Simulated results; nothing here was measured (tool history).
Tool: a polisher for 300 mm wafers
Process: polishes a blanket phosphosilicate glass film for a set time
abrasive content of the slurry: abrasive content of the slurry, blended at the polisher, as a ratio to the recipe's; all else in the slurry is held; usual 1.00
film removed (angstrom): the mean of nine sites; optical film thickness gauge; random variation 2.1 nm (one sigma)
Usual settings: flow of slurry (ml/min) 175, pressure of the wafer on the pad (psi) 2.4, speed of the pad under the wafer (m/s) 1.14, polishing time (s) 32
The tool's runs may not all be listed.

| run | hour | flow of slurry (ml/min) | pressure of the wafer on the pad (psi) | speed of the pad under the wafer (m/s) | abrasive content of the slurry | polishing time (s) | incoming thickness of the incoming film, nm | film removed (angstrom) |
|---|---|---|---|---|---|---|---|---|
| 1 | 0.0 | 175 | 2.4 | 1.14 | 1.00 | 32 | 3748.4 | 1843 |
| 2 | 105.2 | 175 | 2.4 | 1.14 | 1.00 | 32 | 3762.1 | 1900 |
|  | 142.2 | slurry blender recalibrated |
|  | 174.1 | conditioning disc replaced and pad reconditioned |
| 3 | 186.6 | 175 | 2.4 | 1.14 | 1.00 | 32 | 3771.4 | 1864 |
|  | 276.9 | worn pad replaced by a new one |
| 4 | 290.3 | 175 | 1.8 | 1.14 | 1.00 | 32 | 3717.3 | 1515 |
| 5 | 357.6 | 175 | 1.8 | 1.14 | 1.00 | 32 | 3730.8 | 1523 |
|  | 378.5 | head pressure recalibrated |
| 6 | 409.6 | 175 | 1.8 | 1.14 | 1.00 | 32 | 3717.6 | 1523 |
| 7 | 513.2 | 175 | 2.4 | 1.14 | 1.00 | 32 | 3787.4 | 1864 |
|  | 548.1 | slurry nozzle cleaned |
|  | 567.5 | conditioning disc replaced and pad reconditioned |
|  | 568.4 | slurry blender recalibrated |
|  | 682.4 | worn pad replaced by a new one |
| 8 | 746.5 | 175 | 2.4 | 1.14 | 1.00 | 32 | 3755.2 | 1886 |
| 9 | 791.3 | 175 | 2.4 | 1.14 | 1.00 | 32 | 3682.0 | 1870 |
| 10 | 864.7 | 175 | 2.4 | 1.14 | 1.00 | 32 | 3703.5 | 1837 |
| 11 | 940.1 | 175 | 2.4 | 1.14 | 0.80 | 32 | 3691.7 | 1645 |
|  | 952.9 | slurry blender recalibrated |
|  | 957.3 | conditioning disc replaced and pad reconditioned |
| 12 | 1004.3 | 135 | 2.4 | 0.98 | 1.00 | 32 | 3763.3 | 1715 |
|  | 1043.5 | worn pad replaced by a new one |
|  | 1091.9 | head pressure recalibrated |
| 13 | 1092.4 | 175 | 2.4 | 1.14 | 1.00 | 32 | 3742.5 | 1853 |
|  | 1139.5 | slurry nozzle cleaned |
| 14 | 1186.1 | 215 | 2.7 | 1.14 | 1.00 | 32 | 3731.7 | 2086 |
| 15 | 1267.7 | 175 | 2.4 | 1.14 | 1.00 | 32 | 3797.0 | 1865 |
|  | 1299.2 | slurry blender recalibrated |
|  | 1307.6 | conditioning disc replaced and pad reconditioned |
| 16 | 1372.2 | 175 | 2.4 | 1.14 | 1.00 | 32 | 3711.1 | 1912 |
| 17 | 1421.8 | 175 | 2.4 | 1.14 | 1.00 | 42 | 3722.7 | 2426 |
|  | 1440.3 | worn pad replaced by a new one |
| 18 | 1485.6 | 175 | 2.9 | 0.90 | 1.10 | 21 | 3778.0 | 1354 |
| 19 | 1525.5 | 230 | 2.4 | 1.14 | 1.00 | 32 | 3724.1 | 1928 |
| 20 | 1576.8 | 135 | 2.4 | 1.14 | 1.00 | 32 | 3757.2 | 1842 |
|  | 1640.2 | slurry blender recalibrated |
| 21 | 1662.7 | 175 | 2.9 | 1.14 | 1.00 | 42 | 3703.0 | 2882 |
| 22 | 1708.1 | 175 | 2.7 | 1.14 | 1.00 | 25 | 3798.0 | 1630 |
|  | 1734.4 | conditioning disc replaced and pad reconditioned |
| 23 | 1749.0 | 175 | 2.4 | 0.92 | 1.25 | 32 | 3732.4 | 1878 |
|  | 1768.6 | worn pad replaced by a new one |
|  | 1771.7 | head pressure recalibrated |
| 24 | 1850.1 | 175 | 1.9 | 1.14 | 1.25 | 29 | 3800.8 | 1599 |

What the log doesn't show, run by run:
removal rate lost through wear of the pad, %: 0 in every run
slurry flow missing at the pad, %: 0 in every run
deviation of the head's pressure from its setpoint, %: 0 in every run
abrasive missing from the slurry, %: 0 in every run
time polished since the conditioner stopped cutting, s: 0 in every run
